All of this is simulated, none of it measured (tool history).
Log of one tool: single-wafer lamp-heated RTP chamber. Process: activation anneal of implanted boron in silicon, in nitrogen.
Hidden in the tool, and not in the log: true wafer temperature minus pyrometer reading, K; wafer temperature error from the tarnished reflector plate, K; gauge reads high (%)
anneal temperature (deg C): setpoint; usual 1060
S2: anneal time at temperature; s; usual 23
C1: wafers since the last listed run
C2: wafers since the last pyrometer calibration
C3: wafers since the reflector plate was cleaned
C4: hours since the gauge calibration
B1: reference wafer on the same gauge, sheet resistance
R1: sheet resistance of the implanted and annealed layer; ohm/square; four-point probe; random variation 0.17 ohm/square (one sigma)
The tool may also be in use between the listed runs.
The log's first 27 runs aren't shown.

run 28 day=76.758 | anneal_temperature_(deg_C)=1090 S2=12 | C1=501 C2=6214 C3=507 C4=751.1 | B1=85.21 | R1=80.18
run 29 day=78.454 | anneal_temperature_(deg_C)=1045 S2=28 | C1=468 C2=6683 C3=976 C4=791.8 | B1=85.10 | R1=80.91
-- day=81.721 pyrometer window cleaned and pyrometer calibrated
run 30 day=85.867 | anneal_temperature_(deg_C)=1085 S2=23 | C1=1957 C2=1146 C3=2933 C4=969.7 | B1=85.15 | R1=79.20
run 31 day=88.729 | anneal_temperature_(deg_C)=1083 S2=30 | C1=791 C2=1938 C3=3725 C4=1038.4 | B1=85.18 | R1=78.39
run 32 day=90.412 | anneal_temperature_(deg_C)=1071 S2=18 | C1=465 C2=2403 C3=4190 C4=1078.8 | B1=85.09 | R1=79.96
run 33 day=94.512 | anneal_temperature_(deg_C)=1060 S2=23 | C1=1133 C2=3537 C3=5324 C4=1177.2 | B1=85.20 | R1=80.04
run 34 day=98.421 | anneal_temperature_(deg_C)=1060 S2=23 | C1=1080 C2=4618 C3=6404 C4=1271.0 | B1=85.16 | R1=79.72
run 35 day=100.904 | anneal_temperature_(deg_C)=1083 S2=30 | C1=686 C2=5304 C3=7091 C4=1330.6 | B1=85.19 | R1=78.14
-- day=102.642 reflector plate cleaned
run 36 day=105.367 | anneal_temperature_(deg_C)=1047 S2=10 | C1=1141 C2=6446 C3=753 C4=1437.7 | B1=85.24 | R1=82.03
-- day=109.504 pyrometer window cleaned and pyrometer calibrated
run 37 day=109.525 | anneal_temperature_(deg_C)=1041 S2=13 | C1=1057 C2=6 C3=1811 C4=1537.5 | B1=85.12 | R1=83.17

4 ways to go on from here, each from the tool as it stands after run 37. What would each give?
run A day=109.542 | anneal_temperature_(deg_C)=1084 S2=23 | C1=4 C2=10 C3=1816 C4=1537.9 | B1=? | R1=?
run B day=109.542 | anneal_temperature_(deg_C)=1033 S2=23 | C1=4 C2=10 C3=1816 C4=1537.9 | B1=? | R1=?
run C day=109.542 | anneal_temperature_(deg_C)=1069 S2=23 | C1=4 C2=10 C3=1816 C4=1537.9 | B1=? | R1=?
run D day=109.542 | anneal_temperature_(deg_C)=1043 S2=15 | C1=4 C2=10 C3=1816 C4=1537.9 | B1=? | R1=?

run=A B1=85.10 R1=79.08
run=B B1=85.10 R1=82.90
run=C B1=85.10 R1=79.98
run=D B1=85.10 R1=82.50
Without the tool's hidden state the same runs would have given:
run=A R1=79.10
run=B R1=82.93
run=C R1=80.00
run=D R1=82.52
